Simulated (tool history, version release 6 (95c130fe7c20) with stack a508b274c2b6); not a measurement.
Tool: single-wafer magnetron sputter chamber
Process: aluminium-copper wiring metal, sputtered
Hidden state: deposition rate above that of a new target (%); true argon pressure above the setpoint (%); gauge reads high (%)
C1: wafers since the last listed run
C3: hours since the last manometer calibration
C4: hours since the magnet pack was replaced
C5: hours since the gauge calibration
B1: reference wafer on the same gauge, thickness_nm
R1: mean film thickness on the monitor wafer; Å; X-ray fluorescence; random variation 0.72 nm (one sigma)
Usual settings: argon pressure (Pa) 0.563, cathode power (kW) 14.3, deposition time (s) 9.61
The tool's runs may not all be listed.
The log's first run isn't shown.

{"run": 2, "hour": 15.2, "argon pressure (Pa)": 0.563, "cathode power (kW)": 14.3, "deposition time (s)": 9.61, "C1": 404, "wafers on the sputter target": 3629, "C3": 1188.2, "C4": 9141.6, "C5": 366.7, "B1": 212.897, "R1": 2374.18}
{"run": 3, "hour": 27.2, "argon pressure (Pa)": 0.563, "cathode power (kW)": 11.7, "deposition time (s)": 8.21, "C1": 319, "wafers on the sputter target": 3948, "C3": 1200.2, "C4": 9153.6, "C5": 378.7, "B1": 212.983, "R1": 1684.3}
{"hour": 39.6, "done": "sputter target and shields replaced"}
{"run": 4, "hour": 40.1, "argon pressure (Pa)": 0.563, "cathode power (kW)": 11.6, "deposition time (s)": 9.61, "C1": 130, "wafers on the sputter target": 14, "C3": 1213.1, "C4": 9166.5, "C5": 391.6, "B1": 212.939, "R1": 2017.31}
{"run": 5, "hour": 41.2, "argon pressure (Pa)": 0.563, "cathode power (kW)": 11.6, "deposition time (s)": 9.61, "C1": 29, "wafers on the sputter target": 43, "C3": 1214.2, "C4": 9167.6, "C5": 392.7, "B1": 213.192, "R1": 2010.6}
{"run": 6, "hour": 47.6, "argon pressure (Pa)": 0.563, "cathode power (kW)": 11.6, "deposition time (s)": 9.61, "C1": 170, "wafers on the sputter target": 213, "C3": 1220.6, "C4": 9174, "C5": 399.1, "B1": 212.934, "R1": 2020.87}
{"run": 7, "hour": 58.9, "argon pressure (Pa)": 0.563, "cathode power (kW)": 14.3, "deposition time (s)": 9.61, "C1": 300, "wafers on the sputter target": 514, "C3": 1231.9, "C4": 9185.3, "C5": 410.4, "B1": 212.873, "R1": 2423.62}
{"run": 8, "hour": 65.1, "argon pressure (Pa)": 0.563, "cathode power (kW)": 14.3, "deposition time (s)": 9.61, "C1": 164, "wafers on the sputter target": 679, "C3": 1238.1, "C4": 9191.5, "C5": 416.6, "B1": 212.887, "R1": 2423.81}
{"run": 9, "hour": 77.9, "argon pressure (Pa)": 0.563, "cathode power (kW)": 14.3, "deposition time (s)": 9.61, "C1": 340, "wafers on the sputter target": 1019, "C3": 1250.9, "C4": 9204.3, "C5": 429.4, "B1": 213.002, "R1": 2415.06}
{"run": 10, "hour": 95.4, "argon pressure (Pa)": 0.563, "cathode power (kW)": 14.3, "deposition time (s)": 9.61, "C1": 465, "wafers on the sputter target": 1485, "C3": 1268.4, "C4": 9221.8, "C5": 446.9, "B1": 213.038, "R1": 2413.13}
{"hour": 102.3, "done": "gauge calibrated"}
{"run": 11, "hour": 111.6, "argon pressure (Pa)": 0.563, "cathode power (kW)": 14.3, "deposition time (s)": 9.61, "C1": 430, "wafers on the sputter target": 1915, "C3": 1284.6, "C4": 9238, "C5": 9.3, "B1": 213.106, "R1": 2399.06}
{"run": 12, "hour": 124.8, "argon pressure (Pa)": 0.563, "cathode power (kW)": 14.3, "deposition time (s)": 9.61, "C1": 351, "wafers on the sputter target": 2266, "C3": 1297.8, "C4": 9251.2, "C5": 22.5, "B1": 212.998, "R1": 2401.82}
{"run": 13, "hour": 142.7, "argon pressure (Pa)": 0.563, "cathode power (kW)": 14.3, "deposition time (s)": 9.61, "C1": 476, "wafers on the sputter target": 2743, "C3": 1315.7, "C4": 9269.1, "C5": 40.4, "B1": 212.909, "R1": 2377.98}
{"run": 14, "hour": 159.4, "argon pressure (Pa)": 0.635, "cathode power (kW)": 11.6, "deposition time (s)": 8.47, "C1": 444, "wafers on the sputter target": 3187, "C3": 1332.4, "C4": 9285.8, "C5": 57.1, "B1": 212.992, "R1": 1674.41}
{"run": 15, "hour": 173.6, "argon pressure (Pa)": 0.563, "cathode power (kW)": 14.3, "deposition time (s)": 9.61, "C1": 377, "wafers on the sputter target": 3564, "C3": 1346.6, "C4": 9300, "C5": 71.3, "B1": 213.078, "R1": 2358.44}
{"run": 16, "hour": 188.9, "argon pressure (Pa)": 0.456, "cathode power (kW)": 17.4, "deposition time (s)": 8.43, "C1": 406, "wafers on the sputter target": 3971, "C3": 1361.9, "C4": 9315.3, "C5": 86.6, "B1": 212.98, "R1": 2609.63}
{"hour": 199.7, "done": "sputter target and shields replaced"}
{"run": 17, "hour": 200.2, "argon pressure (Pa)": 0.44, "cathode power (kW)": 11.4, "deposition time (s)": 10.45, "C1": 87, "wafers on the sputter target": 14, "C3": 1373.2, "C4": 9326.6, "C5": 97.9, "B1": 213.131, "R1": 2293.97}

Run 18 comes next. What will it give?
{"run": 18, "hour": 207.7, "argon pressure (Pa)": 0.563, "cathode power (kW)": 12.6, "deposition time (s)": 9.61, "C1": 199, "wafers on the sputter target": 213, "C3": 1380.7, "C4": 9334.1, "C5": 105.4, "B1": "?", "R1": "?"}

{"run 18": {"B1": 212.863, "R1": 2152}}
Without the tool's hidden state the same run would have given R1 2212.77 Å.
